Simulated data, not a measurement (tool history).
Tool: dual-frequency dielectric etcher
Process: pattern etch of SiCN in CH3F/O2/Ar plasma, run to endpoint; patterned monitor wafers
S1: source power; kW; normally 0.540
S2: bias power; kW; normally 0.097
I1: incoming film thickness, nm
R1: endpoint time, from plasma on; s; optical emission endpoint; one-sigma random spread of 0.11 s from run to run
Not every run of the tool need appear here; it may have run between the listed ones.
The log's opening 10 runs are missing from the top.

run,hour,S1,S2,I1,R1
11,244.5,0.650,0.106,8.50,17.0
12,257.5,0.540,0.097,8.37,18.8
13,279.8,0.540,0.097,8.40,18.9
14,302.9,0.540,0.097,8.47,19.0
15,320.6,0.540,0.097,8.34,18.8
16,342.6,0.500,0.075,8.38,20.7
# hour 380.5: source power generator calibrated
# hour 387.5: upper electrode replaced, of another model than before
17,388.0,0.540,0.081,8.46,19.9
18,392.1,0.540,0.097,8.36,19.1
19,427.1,0.620,0.082,8.40,18.8
# hour 470.1: wet clean of the chamber
20,523.7,0.590,0.118,8.42,17.4
# hour 538.6: bias power generator calibrated
21,547.3,0.540,0.113,8.43,18.1
22,572.3,0.540,0.097,8.41,18.6
23,605.1,0.540,0.097,8.43,18.5
24,630.9,0.490,0.077,8.40,19.8
25,662.6,0.540,0.097,8.30,18.5
26,692.5,0.430,0.117,8.45,19.6
27,727.5,0.430,0.097,8.42,20.1
28,742.1,0.540,0.097,8.47,19.0
29,774.8,0.540,0.085,8.45,19.3
30,791.1,0.540,0.097,8.37,18.8
31,806.6,0.500,0.075,8.31,19.9
32,840.3,0.670,0.116,8.33,16.9
33,872.0,0.660,0.097,8.39,17.7
34,905.2,0.600,0.097,8.33,18.3

What if the next run were any one of these 5? Each begins from the tool's condition after run 34:
A,905.6,0.540,0.097,8.29,?
B,905.6,0.680,0.097,8.29,?
C,905.6,0.500,0.097,8.29,?
D,905.6,0.660,0.113,8.29,?
E,905.6,0.680,0.115,8.29,?

run,R1
A,18.7
B,17.3
C,19.2
D,17.0
E,16.8
What these runs would have given with no unlogged condition in the tool:
run,R1
A,18.2
B,16.8
C,18.7
D,16.5
E,16.3
